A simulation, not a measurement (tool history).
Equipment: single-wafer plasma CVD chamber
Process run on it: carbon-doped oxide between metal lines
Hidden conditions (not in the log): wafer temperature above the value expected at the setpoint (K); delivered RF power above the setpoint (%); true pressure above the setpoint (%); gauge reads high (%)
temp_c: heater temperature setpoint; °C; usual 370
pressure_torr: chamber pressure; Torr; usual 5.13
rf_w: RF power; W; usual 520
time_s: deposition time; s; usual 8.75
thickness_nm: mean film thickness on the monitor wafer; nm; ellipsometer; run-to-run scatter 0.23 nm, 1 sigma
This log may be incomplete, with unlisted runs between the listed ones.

| run | hour | temp_c | pressure_torr | rf_w | time_s | wafers since the last listed run | hours since the last thermocouple change | hours since the last RF generator calibration | hours since the last manometer calibration | hours since the showerhead was replaced | hours since the gauge calibration | read-back reference wafer on the same gauge, thickness_nm | thickness_nm |
|---|---|---|---|---|---|---|---|---|---|---|---|---|---|
| 1 | 0 | 370 | 5.13 | 520 | 8.75 | 0 | 2041.7 | 1201.9 | 946.6 | 2129.9 | 478.3 | 42.712 | 46.648 |
| 2 | 46.2 | 370 | 5.13 | 520 | 8.75 | 1748 | 2087.9 | 1248.1 | 992.8 | 2176.1 | 524.5 | 42.772 | 46.54 |
| 3 | 118.1 | 370 | 5.13 | 520 | 8.75 | 2720 | 2159.8 | 1320 | 1064.7 | 2248 | 596.4 | 42.689 | 46.549 |
| 4 | 187.5 | 370 | 5.13 | 520 | 8.75 | 2626 | 2229.2 | 1389.4 | 1134.1 | 2317.4 | 665.8 | 42.666 | 46.315 |
|  | 246.3 | gauge calibrated |
| 5 | 255.1 | 370 | 5.13 | 520 | 8.75 | 2558 | 2296.8 | 1457 | 1201.7 | 2385 | 8.8 | 42.69 | 45.296 |
| 6 | 317.7 | 370 | 5.13 | 520 | 8.75 | 2368 | 2359.4 | 1519.6 | 1264.3 | 2447.6 | 71.4 | 42.666 | 45.622 |
| 7 | 378.9 | 370 | 5.13 | 520 | 8.75 | 2315 | 2420.6 | 1580.8 | 1325.5 | 2508.8 | 132.6 | 42.75 | 45.578 |
| 8 | 421.7 | 370 | 5.13 | 520 | 8.75 | 1619 | 2463.4 | 1623.6 | 1368.3 | 2551.6 | 175.4 | 42.671 | 45.553 |
| 9 | 476.9 | 380 | 5.13 | 520 | 8.75 | 2088 | 2518.6 | 1678.8 | 1423.5 | 2606.8 | 230.6 | 42.637 | 44.135 |
| 10 | 522.9 | 380 | 5.13 | 520 | 8.75 | 1740 | 2564.6 | 1724.8 | 1469.5 | 2652.8 | 276.6 | 42.63 | 43.956 |
|  | 568.1 | showerhead replaced |
| 11 | 617.9 | 370 | 5.13 | 520 | 9.71 | 3292 | 2659.6 | 1819.8 | 1564.5 | 49.8 | 371.6 | 42.644 | 49.547 |
|  | 645.2 | RF generator calibrated |
| 12 | 654.3 | 370 | 5.13 | 520 | 8.75 | 1074 | 2696 | 9.1 | 1600.9 | 86.2 | 408 | 42.763 | 47.736 |
| 13 | 716.5 | 370 | 5.13 | 520 | 8.75 | 2353 | 2758.2 | 71.3 | 1663.1 | 148.4 | 470.2 | 42.591 | 48.019 |
| 14 | 753.5 | 366 | 4.72 | 430 | 8.75 | 1400 | 2795.2 | 108.3 | 1700.1 | 185.4 | 507.2 | 42.734 | 39.189 |
| 15 | 813.9 | 381 | 4.32 | 520 | 8.75 | 2285 | 2855.6 | 168.7 | 1760.5 | 245.8 | 567.6 | 42.666 | 45.244 |
| 16 | 840.7 | 370 | 5.13 | 520 | 8.75 | 1014 | 2882.4 | 195.5 | 1787.3 | 272.6 | 594.4 | 42.723 | 48.133 |
| 17 | 883.7 | 370 | 5.8 | 520 | 7.44 | 1627 | 2925.4 | 238.5 | 1830.3 | 315.6 | 637.4 | 42.634 | 41.494 |
|  | 900.7 | capacitance manometer re-zeroed and calibrated |
| 18 | 944.8 | 370 | 5.13 | 520 | 8.75 | 2009 | 2986.5 | 299.6 | 44.1 | 376.7 | 698.5 | 42.738 | 47.777 |
|  | 998.2 | thermocouple changed; heater temperature recalibrated |
| 19 | 998.7 | 370 | 5.13 | 520 | 8.75 | 1736 | 0.5 | 353.5 | 98 | 430.6 | 752.4 | 42.683 | 48.093 |
|  | 1026.1 | gauge calibrated |
| 20 | 1064.9 | 370 | 4.22 | 610 | 10.2 | 2505 | 66.7 | 419.7 | 164.2 | 496.8 | 38.8 | 42.714 | 61.436 |
| 21 | 1128.4 | 362 | 6.35 | 520 | 8.75 | 2402 | 130.2 | 483.2 | 227.7 | 560.3 | 102.3 | 42.804 | 49.983 |
| 22 | 1161.4 | 370 | 5.13 | 520 | 8.75 | 1248 | 163.2 | 516.2 | 260.7 | 593.3 | 135.3 | 42.75 | 47.651 |
| 23 | 1204.3 | 379 | 6.04 | 520 | 8.75 | 1623 | 206.1 | 559.1 | 303.6 | 636.2 | 178.2 | 42.625 | 48.035 |
| 24 | 1244.7 | 370 | 5.13 | 470 | 8.75 | 1528 | 246.5 | 599.5 | 344 | 676.6 | 218.6 | 42.703 | 43.261 |
| 25 | 1285.2 | 362 | 6.35 | 520 | 8.75 | 1532 | 287 | 640 | 384.5 | 717.1 | 259.1 | 42.656 | 49.955 |
| 26 | 1314.6 | 363 | 5.8 | 520 | 8.75 | 1112 | 316.4 | 669.4 | 413.9 | 746.5 | 288.5 | 42.674 | 49.657 |

What would each run have given without the hidden state, its run-to-run variation left as it was?
| run | thickness_nm |
|---|---|
| 1 | 48.375 |
| 2 | 48.378 |
| 3 | 48.578 |
| 4 | 48.527 |
| 5 | 47.656 |
| 6 | 48.192 |
| 7 | 48.344 |
| 8 | 48.463 |
| 9 | 47.143 |
| 10 | 47.114 |
| 11 | 53.507 |
| 12 | 47.941 |
| 13 | 48.23 |
| 14 | 39.398 |
| 15 | 45.464 |
| 16 | 48.375 |
| 17 | 41.719 |
| 18 | 48.067 |
| 19 | 48.418 |
| 20 | 61.901 |
| 21 | 50.429 |
| 22 | 48.108 |
| 23 | 48.539 |
| 24 | 43.845 |
| 25 | 50.576 |
| 26 | 50.314 |
